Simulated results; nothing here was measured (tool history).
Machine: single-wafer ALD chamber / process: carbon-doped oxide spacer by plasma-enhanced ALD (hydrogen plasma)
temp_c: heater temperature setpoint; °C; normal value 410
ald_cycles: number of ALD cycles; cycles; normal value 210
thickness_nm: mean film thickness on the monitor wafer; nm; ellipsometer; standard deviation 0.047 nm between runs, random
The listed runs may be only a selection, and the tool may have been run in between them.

run,hour,temp_c,ald_cycles,wafers since the last listed run,hours since the last thermocouple change,hours since the gauge calibration,"read-back reference wafer on the same gauge, thickness_nm",thickness_nm
1,0.0,410,210,0,1124.2,606.6,11.341,10.812
2,27.3,410,210,40,1151.5,633.9,11.331,10.884
3,41.2,410,210,20,1165.4,647.8,11.337,10.854
4,76.9,410,234,52,1201.1,683.5,11.317,11.936
5,102.3,410,231,37,1226.5,708.9,11.316,11.878
6,114.7,410,231,18,1238.9,721.3,11.287,11.904
7,128.2,410,210,19,1252.4,734.8,11.315,10.769
8,154.4,410,187,38,1278.6,761.0,11.294,9.610
9,187.6,410,210,48,1311.8,794.2,11.302,10.886
10,220.3,410,210,48,1344.5,826.9,11.307,10.823
11,240.5,410,210,29,1364.7,847.1,11.296,10.793
12,259.2,410,210,27,1383.4,865.8,11.308,10.780
13,324.9,410,210,96,1449.1,931.5,11.294,10.860
14,405.6,410,210,118,1529.8,1012.2,11.285,10.796
15,425.8,402,210,29,1550.0,1032.4,11.287,11.053
16,485.7,410,210,88,1609.9,1092.3,11.301,10.718
17,516.0,410,210,44,1640.2,1122.6,11.267,10.887
# hour 537.0: thermocouple changed; heater temperature recalibrated
18,548.4,423,188,35,11.4,1155.0,11.283,9.322
19,565.8,410,240,25,28.8,1172.4,11.293,12.379
20,584.7,410,210,27,47.7,1191.3,11.271,10.771
# hour 595.0: gauge calibrated
21,666.4,423,188,120,129.4,71.4,11.574,9.552
22,678.4,419,210,17,141.4,83.4,11.539,10.808
23,694.8,410,210,24,157.8,99.8,11.531,11.058
24,720.5,395,196,37,183.5,125.5,11.539,10.685
25,734.5,410,249,20,197.5,139.5,11.508,13.016
26,759.7,410,210,37,222.7,164.7,11.505,11.016
27,784.5,395,239,36,247.5,189.5,11.486,12.964
28,797.4,396,210,19,260.4,202.4,11.495,11.369
29,819.8,417,251,33,282.8,224.8,11.458,12.951
30,843.0,410,210,34,306.0,248.0,11.450,10.985
31,880.7,422,233,55,343.7,285.7,11.450,11.773
32,899.6,410,210,27,362.6,304.6,11.436,10.952
33,997.5,410,210,144,460.5,402.5,11.396,10.879
34,1026.8,418,168,43,489.8,431.8,11.401,8.527

Alternative continuations, all from the tool just after run 34; predict every row:
A,1027.5,410,210,1,490.5,432.5,?,?
B,1027.5,410,179,1,490.5,432.5,?,?
C,1027.5,420,210,1,490.5,432.5,?,?
D,1027.5,419,243,1,490.5,432.5,?,?
E,1027.5,401,198,1,490.5,432.5,?,?

run,"read-back reference wafer on the same gauge, thickness_nm",thickness_nm
A,11.385,10.829
B,11.385,9.230
C,11.385,10.534
D,11.385,12.224
E,11.385,10.460
Had the tool no hidden state, the same runs would have come out as:
run,thickness_nm
A,11.026
B,9.398
C,10.726
D,12.446
E,10.650

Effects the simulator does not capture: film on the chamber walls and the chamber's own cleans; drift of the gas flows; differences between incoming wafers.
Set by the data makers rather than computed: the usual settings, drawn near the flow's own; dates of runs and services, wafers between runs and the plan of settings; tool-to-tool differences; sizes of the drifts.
